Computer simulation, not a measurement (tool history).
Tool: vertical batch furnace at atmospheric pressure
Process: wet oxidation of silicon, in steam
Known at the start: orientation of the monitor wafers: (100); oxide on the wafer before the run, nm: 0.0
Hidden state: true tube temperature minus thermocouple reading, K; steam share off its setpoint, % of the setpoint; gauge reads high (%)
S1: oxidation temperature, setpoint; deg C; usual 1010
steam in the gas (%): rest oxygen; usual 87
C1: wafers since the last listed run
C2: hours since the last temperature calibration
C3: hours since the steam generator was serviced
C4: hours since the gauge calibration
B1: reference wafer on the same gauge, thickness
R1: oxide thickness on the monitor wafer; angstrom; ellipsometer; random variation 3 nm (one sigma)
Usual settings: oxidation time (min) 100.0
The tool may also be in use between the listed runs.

Run 1, hour 0.0: usual settings; C1 0; C2 2456.4; C3 2504.9; C4 44.2; B1 590.90. Result: R1 5248.4 angstrom.
Run 2, hour 12.6: usual settings; C1 214; C2 2469.0; C3 2517.5; C4 56.8; B1 590.40. Result: R1 5277.8 angstrom.
Run 3, hour 24.9: usual settings; C1 209; C2 2481.3; C3 2529.8; C4 69.1; B1 590.14. Result: R1 5211.6 angstrom.
Run 4, hour 32.6: usual settings; C1 131; C2 2489.0; C3 2537.5; C4 76.8; B1 592.62. Result: R1 5256.5 angstrom.
Run 5, hour 51.0: usual settings; C1 313; C2 2507.4; C3 2555.9; C4 95.2; B1 592.17. Result: R1 5263.4 angstrom.
Run 6, hour 69.9: usual settings; C1 322; C2 2526.3; C3 2574.8; C4 114.1; B1 590.49. Result: R1 5237.5 angstrom.
At hour 95.9: steam generator serviced.
Run 7, hour 96.4: usual settings; C1 42; C2 2552.8; C3 0.5; C4 140.6; B1 591.33. Result: R1 5327.0 angstrom.
At hour 113.8: gauge calibrated.
At hour 131.7: thermocouples replaced and temperature profile calibrated.
Run 8, hour 132.2: usual settings; C1 201; C2 0.5; C3 36.3; C4 18.4; B1 592.18. Result: R1 5260.8 angstrom.
Run 9, hour 136.9: usual settings but S1 1032 deg C; C1 80; C2 5.2; C3 41.0; C4 23.1; B1 590.62. Result: R1 5923.9 angstrom.
Run 10, hour 141.5: usual settings; C1 78; C2 9.8; C3 45.6; C4 27.7; B1 590.96. Result: R1 5206.1 angstrom.
Run 11, hour 156.1: usual settings but steam in the gas (%) 93; C1 248; C2 24.4; C3 60.2; C4 42.3; B1 591.36. Result: R1 5519.6 angstrom.
Run 12, hour 173.8: usual settings but S1 993 deg C, oxidation time (min) 64.5, steam in the gas (%) 80; C1 301; C2 42.1; C3 77.9; C4 60.0; B1 591.39. Result: R1 3277.5 angstrom.
Run 13, hour 189.7: usual settings but S1 986 deg C, oxidation time (min) 135.5; C1 271; C2 58.0; C3 93.8; C4 75.9; B1 592.14. Result: R1 5497.3 angstrom.
Run 14, hour 197.1: usual settings but S1 992 deg C, steam in the gas (%) 79; C1 126; C2 65.4; C3 101.2; C4 83.3; B1 592.00. Result: R1 4387.7 angstrom.
Run 15, hour 213.3: usual settings but S1 994 deg C, oxidation time (min) 142.5, steam in the gas (%) 93; C1 276; C2 81.6; C3 117.4; C4 99.5; B1 591.32. Result: R1 6233.2 angstrom.
Run 16, hour 223.4: usual settings but steam in the gas (%) 80; C1 172; C2 91.7; C3 127.5; C4 109.6; B1 591.08. Result: R1 5030.9 angstrom.
Run 17, hour 235.1: usual settings; C1 199; C2 103.4; C3 139.2; C4 121.3; B1 589.36. Result: R1 5248.2 angstrom.

3 ways to go on from here, each from the tool as it stands after run 17. What would each give?
Run A, hour 239.8: usual settings; C1 80; C2 108.1; C3 143.9; C4 126.0; B1 ?. Result: R1 ?.
Run B, hour 239.8: usual settings but steam in the gas (%) 94; C1 80; C2 108.1; C3 143.9; C4 126.0; B1 ?. Result: R1 ?.
Run C, hour 239.8: usual settings but steam in the gas (%) 81; C1 80; C2 108.1; C3 143.9; C4 126.0; B1 ?. Result: R1 ?.

run      B1      R1
  A  592.30  5267.3
  B  592.30  5532.4
  C  592.30  5032.1
Without the tool's hidden state the same runs would have given:
run      R1
  A  5267.3
  B  5532.4
  C  5032.1

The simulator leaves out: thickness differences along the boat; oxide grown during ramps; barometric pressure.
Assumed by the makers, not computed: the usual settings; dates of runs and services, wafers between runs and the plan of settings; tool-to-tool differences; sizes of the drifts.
